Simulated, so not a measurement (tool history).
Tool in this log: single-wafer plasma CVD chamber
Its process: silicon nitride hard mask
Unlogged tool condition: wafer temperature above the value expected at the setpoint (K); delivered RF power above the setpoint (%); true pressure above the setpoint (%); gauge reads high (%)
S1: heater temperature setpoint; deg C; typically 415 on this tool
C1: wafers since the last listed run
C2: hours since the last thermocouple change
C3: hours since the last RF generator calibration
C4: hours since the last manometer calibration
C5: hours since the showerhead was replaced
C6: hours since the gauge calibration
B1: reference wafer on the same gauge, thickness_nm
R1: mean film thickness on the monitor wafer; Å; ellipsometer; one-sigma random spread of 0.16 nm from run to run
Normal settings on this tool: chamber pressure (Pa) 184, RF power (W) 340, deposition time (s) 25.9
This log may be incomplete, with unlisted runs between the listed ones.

{"run": 1, "hour": 0.0, "S1": 415, "chamber pressure (Pa)": 184, "RF power (W)": 340, "deposition time (s)": 25.9, "C1": 0, "C2": 362.2, "C3": 1854.8, "C4": 1358.0, "C5": 2311.0, "C6": 1066.7, "B1": 24.011, "R1": 277.59}
{"run": 2, "hour": 82.2, "S1": 415, "chamber pressure (Pa)": 184, "RF power (W)": 340, "deposition time (s)": 25.9, "C1": 2682, "C2": 444.4, "C3": 1937.0, "C4": 1440.2, "C5": 2393.2, "C6": 1148.9, "B1": 24.006, "R1": 274.2}
{"run": 3, "hour": 182.6, "S1": 415, "chamber pressure (Pa)": 184, "RF power (W)": 340, "deposition time (s)": 25.9, "C1": 3275, "C2": 544.8, "C3": 2037.4, "C4": 1540.6, "C5": 2493.6, "C6": 1249.3, "B1": 24.024, "R1": 274.76}
{"run": 4, "hour": 236.0, "S1": 415, "chamber pressure (Pa)": 184, "RF power (W)": 340, "deposition time (s)": 25.9, "C1": 1742, "C2": 598.2, "C3": 2090.8, "C4": 1594.0, "C5": 2547.0, "C6": 1302.7, "B1": 24.015, "R1": 275.4}
{"run": 5, "hour": 475.7, "S1": 415, "chamber pressure (Pa)": 184, "RF power (W)": 340, "deposition time (s)": 25.9, "C1": 7820, "C2": 837.9, "C3": 2330.5, "C4": 1833.7, "C5": 2786.7, "C6": 1542.4, "B1": 24.007, "R1": 270.33}
{"run": 6, "hour": 573.4, "S1": 415, "chamber pressure (Pa)": 184, "RF power (W)": 340, "deposition time (s)": 25.9, "C1": 3187, "C2": 935.6, "C3": 2428.2, "C4": 1931.4, "C5": 2884.4, "C6": 1640.1, "B1": 24.019, "R1": 270.43}
{"hour": 655.6, "done": "gauge calibrated"}
{"run": 7, "hour": 659.6, "S1": 415, "chamber pressure (Pa)": 184, "RF power (W)": 340, "deposition time (s)": 25.9, "C1": 2812, "C2": 1021.8, "C3": 2514.4, "C4": 2017.6, "C5": 2970.6, "C6": 4.0, "B1": 24.004, "R1": 267.19}
{"hour": 744.5, "done": "RF generator calibrated"}
{"run": 8, "hour": 766.2, "S1": 415, "chamber pressure (Pa)": 184, "RF power (W)": 340, "deposition time (s)": 25.9, "C1": 3217, "C2": 1128.4, "C3": 21.7, "C4": 2124.2, "C5": 3077.2, "C6": 110.6, "B1": 23.996, "R1": 289.01}
{"run": 9, "hour": 865.7, "S1": 415, "chamber pressure (Pa)": 184, "RF power (W)": 340, "deposition time (s)": 25.9, "C1": 3246, "C2": 1227.9, "C3": 121.2, "C4": 2223.7, "C5": 3176.7, "C6": 210.1, "B1": 23.988, "R1": 291.09}
{"run": 10, "hour": 907.5, "S1": 415, "chamber pressure (Pa)": 184, "RF power (W)": 340, "deposition time (s)": 25.9, "C1": 1363, "C2": 1269.7, "C3": 163.0, "C4": 2265.5, "C5": 3218.5, "C6": 251.9, "B1": 24.023, "R1": 286.06}
{"hour": 922.2, "done": "capacitance manometer re-zeroed and calibrated"}
{"run": 11, "hour": 1067.9, "S1": 415, "chamber pressure (Pa)": 184, "RF power (W)": 285, "deposition time (s)": 25.9, "C1": 4972, "C2": 1430.1, "C3": 323.4, "C4": 145.7, "C5": 3378.9, "C6": 412.3, "B1": 23.985, "R1": 253.19}
{"run": 12, "hour": 1156.5, "S1": 415, "chamber pressure (Pa)": 203, "RF power (W)": 340, "deposition time (s)": 29.5, "C1": 2890, "C2": 1518.7, "C3": 412.0, "C4": 234.3, "C5": 3467.5, "C6": 500.9, "B1": 24.0, "R1": 333.59}
{"run": 13, "hour": 1205.2, "S1": 415, "chamber pressure (Pa)": 215, "RF power (W)": 340, "deposition time (s)": 22.4, "C1": 1588, "C2": 1567.4, "C3": 460.7, "C4": 283.0, "C5": 3516.2, "C6": 549.6, "B1": 23.999, "R1": 258.8}
{"run": 14, "hour": 1285.0, "S1": 415, "chamber pressure (Pa)": 223, "RF power (W)": 340, "deposition time (s)": 24.2, "C1": 2603, "C2": 1647.2, "C3": 540.5, "C4": 362.8, "C5": 3596.0, "C6": 629.4, "B1": 24.003, "R1": 282.97}
{"run": 15, "hour": 1359.7, "S1": 404, "chamber pressure (Pa)": 197, "RF power (W)": 320, "deposition time (s)": 22.1, "C1": 2437, "C2": 1721.9, "C3": 615.2, "C4": 437.5, "C5": 3670.7, "C6": 704.1, "B1": 24.018, "R1": 239.58}
{"hour": 1376.8, "done": "thermocouple changed; heater temperature recalibrated"}
{"run": 16, "hour": 1464.0, "S1": 415, "chamber pressure (Pa)": 184, "RF power (W)": 305, "deposition time (s)": 27.3, "C1": 3142, "C2": 87.2, "C3": 719.5, "C4": 541.8, "C5": 3775.0, "C6": 808.4, "B1": 24.003, "R1": 280.85}
{"hour": 1496.6, "done": "showerhead replaced, of another model than before"}
{"run": 17, "hour": 1513.9, "S1": 415, "chamber pressure (Pa)": 184, "RF power (W)": 340, "deposition time (s)": 25.9, "C1": 1367, "C2": 137.1, "C3": 769.4, "C4": 591.7, "C5": 17.3, "C6": 858.3, "B1": 24.002, "R1": 283.22}
{"run": 18, "hour": 1751.1, "S1": 415, "chamber pressure (Pa)": 203, "RF power (W)": 340, "deposition time (s)": 29.5, "C1": 7739, "C2": 374.3, "C3": 1006.6, "C4": 828.9, "C5": 254.5, "C6": 1095.5, "B1": 24.007, "R1": 338.99}
{"run": 19, "hour": 1834.9, "S1": 401, "chamber pressure (Pa)": 184, "RF power (W)": 340, "deposition time (s)": 28.9, "C1": 2734, "C2": 458.1, "C3": 1090.4, "C4": 912.7, "C5": 338.3, "C6": 1179.3, "B1": 24.017, "R1": 318.44}
{"run": 20, "hour": 1915.7, "S1": 415, "chamber pressure (Pa)": 184, "RF power (W)": 380, "deposition time (s)": 25.9, "C1": 2636, "C2": 538.9, "C3": 1171.2, "C4": 993.5, "C5": 419.1, "C6": 1260.1, "B1": 24.022, "R1": 301.57}
{"run": 21, "hour": 1994.1, "S1": 405, "chamber pressure (Pa)": 217, "RF power (W)": 305, "deposition time (s)": 21.7, "C1": 2558, "C2": 617.3, "C3": 1249.6, "C4": 1071.9, "C5": 497.5, "C6": 1338.5, "B1": 23.996, "R1": 240.7}
{"run": 22, "hour": 2084.3, "S1": 415, "chamber pressure (Pa)": 184, "RF power (W)": 340, "deposition time (s)": 28.7, "C1": 2943, "C2": 707.5, "C3": 1339.8, "C4": 1162.1, "C5": 587.7, "C6": 1428.7, "B1": 24.021, "R1": 315.25}

5 ways to go on from here, each from the tool as it stands after run 22. What would each give?
{"run": "A", "hour": 2084.7, "S1": 415, "chamber pressure (Pa)": 184, "RF power (W)": 340, "deposition time (s)": 28.1, "C1": 13, "C2": 707.9, "C3": 1340.2, "C4": 1162.5, "C5": 588.1, "C6": 1429.1, "B1": "?", "R1": "?"}
{"run": "B", "hour": 2084.7, "S1": 409, "chamber pressure (Pa)": 161, "RF power (W)": 340, "deposition time (s)": 25.9, "C1": 13, "C2": 707.9, "C3": 1340.2, "C4": 1162.5, "C5": 588.1, "C6": 1429.1, "B1": "?", "R1": "?"}
{"run": "C", "hour": 2084.7, "S1": 415, "chamber pressure (Pa)": 207, "RF power (W)": 340, "deposition time (s)": 25.9, "C1": 13, "C2": 707.9, "C3": 1340.2, "C4": 1162.5, "C5": 588.1, "C6": 1429.1, "B1": "?", "R1": "?"}
{"run": "D", "hour": 2084.7, "S1": 424, "chamber pressure (Pa)": 224, "RF power (W)": 300, "deposition time (s)": 22.8, "C1": 13, "C2": 707.9, "C3": 1340.2, "C4": 1162.5, "C5": 588.1, "C6": 1429.1, "B1": "?", "R1": "?"}
{"run": "E", "hour": 2084.7, "S1": 424, "chamber pressure (Pa)": 184, "RF power (W)": 340, "deposition time (s)": 25.9, "C1": 13, "C2": 707.9, "C3": 1340.2, "C4": 1162.5, "C5": 588.1, "C6": 1429.1, "B1": "?", "R1": "?"}

run=A B1=24.006 R1=309.49
run=B B1=24.006 R1=270.76
run=C B1=24.006 R1=298.18
run=D B1=24.006 R1=251.69
run=E B1=24.006 R1=284.31
The same runs, with their run-to-run variation unchanged, on a tool lacking any hidden condition would have given:
run=A R1=313.77
run=B R1=274.51
run=C R1=302.30
run=D R1=255.34
run=E R1=288.24

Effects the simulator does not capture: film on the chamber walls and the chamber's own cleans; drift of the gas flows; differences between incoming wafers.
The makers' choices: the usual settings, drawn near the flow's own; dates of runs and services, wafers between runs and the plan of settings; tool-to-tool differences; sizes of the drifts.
